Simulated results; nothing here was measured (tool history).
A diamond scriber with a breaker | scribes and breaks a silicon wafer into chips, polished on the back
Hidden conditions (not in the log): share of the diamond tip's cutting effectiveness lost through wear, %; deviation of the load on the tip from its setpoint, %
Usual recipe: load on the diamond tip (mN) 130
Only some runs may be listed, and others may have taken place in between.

run	hour	load on the diamond tip (mN)	wafers since the last listed run	hours since the diamond tip was replaced	hours since the load on the tip was calibrated	incoming depth of the damage left on the back of the incoming wafer, um	depth of the median crack under the scribed line (um)	chips rejected at inspection after the break (%)
1	0.0	117	0	819.3	497.9	0.03	11.33	1.04
2	14.7	117	30	834.0	512.6	0.02	11.50	1.10
3	37.3	101	46	856.6	535.2	0.03	10.50	1.45
4	62.7	101	52	882.0	560.6	0.02	10.32	1.42
5	75.1	142	25	894.4	573.0	0.03	12.82	3.95
6	109.0	116	69	928.3	606.9	0.01	11.28	1.11
7	131.7	116	46	951.0	629.6	0.02	11.07	1.17
# hour 164.3: diamond tip replaced by a new one
8	167.1	162	68	2.8	665.0	0.04	13.81	7.98
9	249.5	167	169	85.2	747.4	0.04	14.12	8.82
# hour 282.4: load on the tip recalibrated
10	344.8	149	191	180.5	62.4	0.01	12.07	2.43
11	363.2	116	37	198.9	80.8	0.02	10.59	1.25
12	375.4	99	25	211.1	93.0	0.03	9.44	3.32
13	406.6	101	64	242.3	124.2	0.05	9.64	2.78
14	418.8	105	25	254.5	136.4	0.02	9.92	2.15

Here are 3 independent what-if runs from the current tool condition. What would each one return?
A	419.5	130	1	255.2	137.1	0.03	?	?
B	419.5	97	1	255.2	137.1	0.03	?	?
C	419.5	147	1	255.2	137.1	0.03	?	?

run	depth of the median crack under the scribed line (um)	chips rejected at inspection after the break (%)
A	11.27	1.18
B	9.39	3.35
C	12.18	2.61
Without the tool's hidden state the same runs would have given:
run	depth of the median crack under the scribed line (um)	chips rejected at inspection after the break (%)
A	10.82	0.99
B	9.02	4.85
C	11.70	1.70

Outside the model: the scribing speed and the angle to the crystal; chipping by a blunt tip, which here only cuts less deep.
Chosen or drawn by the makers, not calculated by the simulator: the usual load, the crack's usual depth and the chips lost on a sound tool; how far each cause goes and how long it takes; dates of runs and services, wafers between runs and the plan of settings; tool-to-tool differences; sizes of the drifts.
